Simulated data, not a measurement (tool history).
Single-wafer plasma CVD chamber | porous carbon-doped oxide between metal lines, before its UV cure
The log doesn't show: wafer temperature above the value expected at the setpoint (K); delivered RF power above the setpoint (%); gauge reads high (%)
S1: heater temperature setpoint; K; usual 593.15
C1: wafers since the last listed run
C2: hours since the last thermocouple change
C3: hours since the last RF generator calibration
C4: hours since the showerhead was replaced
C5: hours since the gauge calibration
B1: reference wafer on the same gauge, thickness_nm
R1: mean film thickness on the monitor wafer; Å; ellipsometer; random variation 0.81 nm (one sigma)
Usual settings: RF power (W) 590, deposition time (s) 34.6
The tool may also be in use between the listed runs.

{"run": 1, "day": 0.0, "S1": 593.15, "RF power (W)": 670, "deposition time (s)": 30.1, "C1": 0, "C2": 1097.7, "C3": 1584.8, "C4": 3621.8, "C5": 383.4, "B1": 175.018, "R1": 1647.63}
{"run": 2, "day": 2.242, "S1": 593.15, "RF power (W)": 670, "deposition time (s)": 30.1, "C1": 1356, "C2": 1151.5, "C3": 1638.6, "C4": 3675.6, "C5": 437.2, "B1": 174.871, "R1": 1656.99}
{"run": 3, "day": 2.708, "S1": 582.15, "RF power (W)": 560, "deposition time (s)": 34.6, "C1": 282, "C2": 1162.7, "C3": 1649.8, "C4": 3686.8, "C5": 448.4, "B1": 174.965, "R1": 1734.32}
{"run": 4, "day": 3.288, "S1": 582.15, "RF power (W)": 560, "deposition time (s)": 34.6, "C1": 350, "C2": 1176.6, "C3": 1663.7, "C4": 3700.7, "C5": 462.3, "B1": 175.205, "R1": 1732.03}
{"run": 5, "day": 3.646, "S1": 593.15, "RF power (W)": 590, "deposition time (s)": 34.6, "C1": 216, "C2": 1185.2, "C3": 1672.3, "C4": 3709.3, "C5": 470.9, "B1": 174.949, "R1": 1711.38}
{"run": 6, "day": 5.025, "S1": 593.15, "RF power (W)": 590, "deposition time (s)": 34.6, "C1": 834, "C2": 1218.3, "C3": 1705.4, "C4": 3742.4, "C5": 504.0, "B1": 175.128, "R1": 1693.6}
{"run": 7, "day": 5.692, "S1": 593.15, "RF power (W)": 590, "deposition time (s)": 34.6, "C1": 403, "C2": 1234.3, "C3": 1721.4, "C4": 3758.4, "C5": 520.0, "B1": 174.804, "R1": 1709.19}
{"run": 8, "day": 6.404, "S1": 593.15, "RF power (W)": 510, "deposition time (s)": 34.6, "C1": 431, "C2": 1251.4, "C3": 1738.5, "C4": 3775.5, "C5": 537.1, "B1": 174.899, "R1": 1496.04}
{"run": 9, "day": 6.85, "S1": 593.15, "RF power (W)": 510, "deposition time (s)": 34.6, "C1": 269, "C2": 1262.1, "C3": 1749.2, "C4": 3786.2, "C5": 547.8, "B1": 174.811, "R1": 1514.68}
{"day": 7.0, "done": "gauge calibrated"}
{"run": 10, "day": 7.558, "S1": 593.15, "RF power (W)": 510, "deposition time (s)": 34.6, "C1": 428, "C2": 1279.1, "C3": 1766.2, "C4": 3803.2, "C5": 13.4, "B1": 174.788, "R1": 1494.02}
{"run": 11, "day": 7.829, "S1": 593.15, "RF power (W)": 590, "deposition time (s)": 34.6, "C1": 163, "C2": 1285.6, "C3": 1772.7, "C4": 3809.7, "C5": 19.9, "B1": 174.913, "R1": 1692.24}
{"run": 12, "day": 8.404, "S1": 593.15, "RF power (W)": 590, "deposition time (s)": 34.6, "C1": 348, "C2": 1299.4, "C3": 1786.5, "C4": 3823.5, "C5": 33.7, "B1": 175.149, "R1": 1683.22}
{"run": 13, "day": 8.7, "S1": 593.15, "RF power (W)": 640, "deposition time (s)": 34.6, "C1": 179, "C2": 1306.5, "C3": 1793.6, "C4": 3830.6, "C5": 40.8, "B1": 174.956, "R1": 1822.14}
{"run": 14, "day": 9.212, "S1": 593.15, "RF power (W)": 690, "deposition time (s)": 34.6, "C1": 310, "C2": 1318.8, "C3": 1805.9, "C4": 3842.9, "C5": 53.1, "B1": 174.998, "R1": 1906.86}
{"run": 15, "day": 9.5, "S1": 603.15, "RF power (W)": 505, "deposition time (s)": 32.8, "C1": 174, "C2": 1325.7, "C3": 1812.8, "C4": 3849.8, "C5": 60.0, "B1": 174.894, "R1": 1341.99}
{"run": 16, "day": 9.883, "S1": 599.15, "RF power (W)": 590, "deposition time (s)": 34.6, "C1": 232, "C2": 1334.9, "C3": 1822.0, "C4": 3859.0, "C5": 69.2, "B1": 174.868, "R1": 1650.47}
{"day": 10.3, "done": "showerhead replaced"}
{"run": 17, "day": 10.358, "S1": 599.15, "RF power (W)": 630, "deposition time (s)": 29.9, "C1": 85, "C2": 1346.3, "C3": 1833.4, "C4": 1.4, "C5": 80.6, "B1": 174.905, "R1": 1498.36}
{"day": 10.942, "done": "thermocouple changed; heater temperature recalibrated"}
{"run": 18, "day": 10.962, "S1": 593.15, "RF power (W)": 590, "deposition time (s)": 32.0, "C1": 163, "C2": 0.5, "C3": 1847.9, "C4": 15.9, "C5": 95.1, "B1": 174.948, "R1": 1565.99}
{"run": 19, "day": 11.288, "S1": 593.15, "RF power (W)": 500, "deposition time (s)": 34.6, "C1": 196, "C2": 8.3, "C3": 1855.7, "C4": 23.7, "C5": 102.9, "B1": 174.888, "R1": 1468.46}
{"run": 20, "day": 11.567, "S1": 582.15, "RF power (W)": 560, "deposition time (s)": 34.6, "C1": 168, "C2": 15.0, "C3": 1862.4, "C4": 30.4, "C5": 109.6, "B1": 174.816, "R1": 1717.8}
{"run": 21, "day": 12.062, "S1": 593.15, "RF power (W)": 630, "deposition time (s)": 31.8, "C1": 300, "C2": 26.9, "C3": 1874.3, "C4": 42.3, "C5": 121.5, "B1": 174.655, "R1": 1633.65}
{"run": 22, "day": 12.804, "S1": 593.15, "RF power (W)": 590, "deposition time (s)": 34.6, "C1": 448, "C2": 44.7, "C3": 1892.1, "C4": 60.1, "C5": 139.3, "B1": 174.734, "R1": 1676.97}
{"day": 13.183, "done": "RF generator calibrated"}
{"run": 23, "day": 13.204, "S1": 586.15, "RF power (W)": 590, "deposition time (s)": 34.6, "C1": 40, "C2": 54.3, "C3": 0.5, "C4": 69.7, "C5": 148.9, "B1": 175.246, "R1": 1887.79}
{"run": 24, "day": 13.642, "S1": 604.15, "RF power (W)": 590, "deposition time (s)": 31.2, "C1": 264, "C2": 64.8, "C3": 11.0, "C4": 80.2, "C5": 159.4, "B1": 174.932, "R1": 1543.52}
{"run": 25, "day": 14.167, "S1": 587.15, "RF power (W)": 590, "deposition time (s)": 34.6, "C1": 317, "C2": 77.4, "C3": 23.6, "C4": 92.8, "C5": 172.0, "B1": 174.952, "R1": 1862.32}
{"run": 26, "day": 14.633, "S1": 593.15, "RF power (W)": 590, "deposition time (s)": 34.6, "C1": 282, "C2": 88.6, "C3": 34.8, "C4": 104.0, "C5": 183.2, "B1": 175.034, "R1": 1801.48}
{"run": 27, "day": 15.017, "S1": 580.15, "RF power (W)": 590, "deposition time (s)": 30.1, "C1": 232, "C2": 97.8, "C3": 44.0, "C4": 113.2, "C5": 192.4, "B1": 174.868, "R1": 1691.22}
{"run": 28, "day": 17.221, "S1": 593.15, "RF power (W)": 590, "deposition time (s)": 34.6, "C1": 1334, "C2": 150.7, "C3": 96.9, "C4": 166.1, "C5": 245.3, "B1": 174.936, "R1": 1779.96}
{"run": 29, "day": 17.912, "S1": 593.15, "RF power (W)": 590, "deposition time (s)": 34.6, "C1": 418, "C2": 167.3, "C3": 113.5, "C4": 182.7, "C5": 261.9, "B1": 175.061, "R1": 1801.23}
{"run": 30, "day": 18.504, "S1": 593.15, "RF power (W)": 590, "deposition time (s)": 34.6, "C1": 358, "C2": 181.5, "C3": 127.7, "C4": 196.9, "C5": 276.1, "B1": 175.218, "R1": 1792.9}
{"run": 31, "day": 18.983, "S1": 593.15, "RF power (W)": 505, "deposition time (s)": 34.6, "C1": 290, "C2": 193.0, "C3": 139.2, "C4": 208.4, "C5": 287.6, "B1": 175.056, "R1": 1576.27}
{"run": 32, "day": 19.521, "S1": 597.15, "RF power (W)": 520, "deposition time (s)": 34.6, "C1": 325, "C2": 205.9, "C3": 152.1, "C4": 221.3, "C5": 300.5, "B1": 175.201, "R1": 1586.33}
{"run": 33, "day": 19.929, "S1": 600.15, "RF power (W)": 495, "deposition time (s)": 29.5, "C1": 247, "C2": 215.7, "C3": 161.9, "C4": 231.1, "C5": 310.3, "B1": 175.239, "R1": 1278.96}

How the hidden state differs across the entries between the runs, from the last listed run before each to the first after it:
Between runs 9 and 10: gauge calibrated (day 7.000)
  delivered RF power above the setpoint (%): -7.75 -> -7.82
  measured less the result without the state, R1: -110.64 -> -110.35 Å
Between runs 16 and 17: showerhead replaced (day 10.300)
  delivered RF power above the setpoint (%): -8.05 -> -8.1
  measured less the result without the state, R1: -117.76 -> -106.82 Å
Between runs 17 and 18: thermocouple changed; heater temperature recalibrated (day 10.942)
  delivered RF power above the setpoint (%): -8.1 -> -8.16
  measured less the result without the state, R1: -106.82 -> -113.40 Å
Between runs 22 and 23: RF generator calibrated (day 13.183)
  delivered RF power above the setpoint (%): -8.34 -> -0.633
  measured less the result without the state, R1: -124.49 -> -9.70 Å
